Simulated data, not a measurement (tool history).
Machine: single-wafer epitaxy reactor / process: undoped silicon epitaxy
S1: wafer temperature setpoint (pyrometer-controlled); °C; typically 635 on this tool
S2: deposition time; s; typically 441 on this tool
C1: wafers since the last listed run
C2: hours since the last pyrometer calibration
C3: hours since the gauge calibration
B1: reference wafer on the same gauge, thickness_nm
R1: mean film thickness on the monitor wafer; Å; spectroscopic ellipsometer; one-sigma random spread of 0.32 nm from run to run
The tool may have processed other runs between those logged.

Run 1, hour 0.0: usual settings but S1 631 °C, S2 507 s; C1 0; C2 953.2; C3 260.1; B1 46.713. Result: R1 651.74 Å.
Run 2, hour 31.8: usual settings but S1 631 °C, S2 507 s; C1 94; C2 985.0; C3 291.9; B1 46.710. Result: R1 651.91 Å.
Run 3, hour 76.2: usual settings but S1 629 °C; C1 131; C2 1029.4; C3 336.3; B1 46.659. Result: R1 544.01 Å.
Run 4, hour 113.9: usual settings but S1 629 °C; C1 112; C2 1067.1; C3 374.0; B1 46.686. Result: R1 543.85 Å.
Run 5, hour 180.9: usual settings but S1 629 °C; C1 199; C2 1134.1; C3 441.0; B1 46.671. Result: R1 541.86 Å.
Run 6, hour 218.5: usual settings; C1 111; C2 1171.7; C3 478.6; B1 46.682. Result: R1 627.82 Å.
At hour 253.1: gauge calibrated.
Run 7, hour 281.5: usual settings; C1 187; C2 1234.7; C3 28.4; B1 46.717. Result: R1 637.45 Å.
Run 8, hour 325.7: usual settings but S1 623 °C, S2 386 s; C1 131; C2 1278.9; C3 72.6; B1 46.660. Result: R1 408.81 Å.
At hour 336.0: pyrometer calibrated.
Run 9, hour 354.5: usual settings but S1 628 °C; C1 61; C2 18.5; C3 101.4; B1 46.670. Result: R1 480.44 Å.
Run 10, hour 388.9: usual settings; C1 102; C2 52.9; C3 135.8; B1 46.667. Result: R1 581.69 Å.
Run 11, hour 446.7: usual settings but S2 520 s; C1 171; C2 110.7; C3 193.6; B1 46.724. Result: R1 686.05 Å.
Run 12, hour 481.2: usual settings but S1 645 °C, S2 521 s; C1 102; C2 145.2; C3 228.1; B1 46.670. Result: R1 895.71 Å.
Run 13, hour 533.8: usual settings but S1 641 °C, S2 391 s; C1 156; C2 197.8; C3 280.7; B1 46.669. Result: R1 610.95 Å.
Run 14, hour 574.3: usual settings but S1 631 °C, S2 507 s; C1 120; C2 238.3; C3 321.2; B1 46.742. Result: R1 619.06 Å.

Run 15 is up next; what results do you expect?
Run 15, hour 637.4: usual settings but S1 644 °C, S2 470 s; C1 187; C2 301.4; C3 384.3; B1 ?. Result: R1 ?.

{"run 15": {"B1": 46.742, "R1": 811.88}}
Minus the tool's unlogged condition, the same run would have read R1 777.83 Å.
